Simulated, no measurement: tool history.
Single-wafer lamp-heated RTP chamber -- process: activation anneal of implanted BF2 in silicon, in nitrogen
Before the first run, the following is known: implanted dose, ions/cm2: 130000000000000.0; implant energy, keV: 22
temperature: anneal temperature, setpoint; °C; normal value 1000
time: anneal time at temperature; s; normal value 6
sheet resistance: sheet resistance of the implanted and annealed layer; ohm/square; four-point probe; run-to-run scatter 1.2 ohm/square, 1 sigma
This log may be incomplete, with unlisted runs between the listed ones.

run	hour	temperature	time	wafers since the last listed run	wafers since the last pyrometer calibration	wafers since the reflector plate was cleaned	hours since the gauge calibration	read-back reference wafer on the same gauge, sheet resistance	sheet resistance
1	0.0	983	5	0	1364	2580	221.2	871.81	798.57
2	13.5	983	5	257	1621	2837	234.7	872.05	798.77
3	30.6	1013	6	325	1946	3163	251.8	871.89	784.02
# hour 53.9: pyrometer window cleaned and pyrometer calibrated
4	54.4	1013	6	300	8	3464	275.6	871.88	785.92
5	62.9	1013	6	161	170	3625	284.1	871.91	786.10
6	76.7	1014	5	262	433	3888	297.9	871.93	786.80
7	92.9	1000	8	308	741	4197	314.1	871.61	785.92
8	103.8	979	6	207	949	4404	325.0	871.94	801.14
9	110.9	979	6	135	1084	4539	332.1	872.20	798.49
10	117.6	979	6	127	1211	4667	338.8	872.12	800.03
11	131.7	1000	6	268	1480	4935	352.9	872.17	790.95
12	145.7	1000	6	266	1746	5202	366.9	872.14	789.91
# hour 163.6: pyrometer window cleaned and pyrometer calibrated
13	164.1	1000	6	198	10	5400	385.3	871.97	789.45
14	173.3	1000	6	175	185	5575	394.5	872.05	790.08
15	183.5	1007	6	194	379	5769	404.7	871.68	786.51
16	198.9	1007	6	293	672	6062	420.1	872.06	788.45
# hour 199.2: gauge calibrated
17	210.7	984	5	224	897	6287	11.5	872.07	798.20
18	221.8	1024	10	211	1108	6498	22.6	871.92	781.76
19	232.7	988	7	207	1316	6706	33.5	871.96	793.96
# hour 281.4: pyrometer window cleaned and pyrometer calibrated
20	281.9	991	8	784	10	7490	82.7	871.67	794.02
21	287.3	1022	3	102	113	7593	88.1	871.88	790.65
# hour 316.0: reflector plate cleaned
22	316.5	981	5	403	516	10	117.3	871.45	802.02
23	327.3	1007	6	205	722	215	128.1	871.69	790.93
24	342.4	1026	9	287	1009	503	143.2	872.09	781.13
25	350.0	1000	6	144	1154	647	150.8	872.10	790.99
26	361.9	1019	6	226	1381	874	162.7	872.06	784.88
27	373.9	1014	3	228	1609	1103	174.7	872.01	789.31
28	380.9	974	9	133	1742	1236	181.7	872.01	801.88
29	394.0	1000	6	249	1992	1485	194.8	871.85	788.11
# hour 413.9: pyrometer window cleaned and pyrometer calibrated
30	414.4	1011	5	236	10	1721	215.2	871.89	787.72
31	414.7	986	9	5	15	1727	215.5	872.36	795.24
32	429.2	976	4	276	291	2003	230.0	871.97	804.89
33	438.0	1000	6	167	459	2171	238.8	871.45	791.09
34	458.1	1009	9	382	842	2553	258.9	871.69	784.21
35	469.4	975	4	215	1057	2768	270.2	871.92	806.67
36	480.7	986	3	215	1272	2984	281.5	871.59	798.86
37	509.9	1021	4	555	1828	3539	310.7	871.81	786.02
38	519.9	1027	3	190	2018	3730	320.7	871.76	788.98

Hidden state at the last listed run before each entry between runs and at the first one after, where it differs:
From run 3 to run 4: pyrometer window cleaned and pyrometer calibrated (hour 53.9)
  both runs share identical hidden conditions
From run 12 to run 13: pyrometer window cleaned and pyrometer calibrated (hour 163.6)
  both runs share identical hidden conditions
From run 16 to run 17: gauge calibrated (hour 199.2)
  both runs share identical hidden conditions
From run 19 to run 20: pyrometer window cleaned and pyrometer calibrated (hour 281.4)
  both runs share identical hidden conditions
From run 21 to run 22: reflector plate cleaned (hour 316.0)
  both runs share identical hidden conditions
From run 29 to run 30: pyrometer window cleaned and pyrometer calibrated (hour 413.9)
  both runs share identical hidden conditions
